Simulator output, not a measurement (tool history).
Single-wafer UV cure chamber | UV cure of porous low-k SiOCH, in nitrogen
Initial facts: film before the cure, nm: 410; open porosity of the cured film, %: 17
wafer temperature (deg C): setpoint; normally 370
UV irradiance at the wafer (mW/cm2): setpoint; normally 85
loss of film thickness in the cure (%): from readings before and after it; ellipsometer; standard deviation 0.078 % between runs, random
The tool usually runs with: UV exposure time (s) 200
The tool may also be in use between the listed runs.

run,hour,wafer temperature (deg C),UV exposure time (s),UV irradiance at the wafer (mW/cm2),loss of film thickness in the cure (%)
1,0.0,370,200,85,7.431
2,32.3,370,200,85,7.441
# hour 66.0: quartz window cleaned
3,66.5,370,200,85,7.410
4,100.6,385,200,75,7.048
5,120.5,385,200,75,7.024
6,151.1,385,200,75,6.902
7,178.5,385,200,73,6.855
8,198.0,385,200,73,6.735
9,216.6,385,200,73,6.682
# hour 228.2: UV bulbs replaced
10,288.6,364,295,56,8.296
11,302.7,381,265,111,11.117
12,320.8,362,200,114,9.556
13,345.3,370,200,85,8.413
14,378.2,360,200,60,6.872
# hour 400.3: quartz window cleaned
15,410.3,378,285,71,9.205
16,432.8,383,100,118,7.092
17,457.5,380,305,55,8.346
18,470.2,370,200,104,9.121
19,501.7,370,200,85,8.258

Each run again, without the hidden state but with its own random variation kept:
Hidden conditions of the tool in this case: lamp output below its setpoint, %; transmission lost against a clean window, %.
run,loss of film thickness in the cure (%)
1,8.756
2,8.823
3,8.845
4,8.505
5,8.512
6,8.417
7,8.427
8,8.314
9,8.283
10,8.535
11,11.397
12,9.843
13,8.716
14,7.194
15,9.594
16,7.478
17,8.777
18,9.582
19,8.743
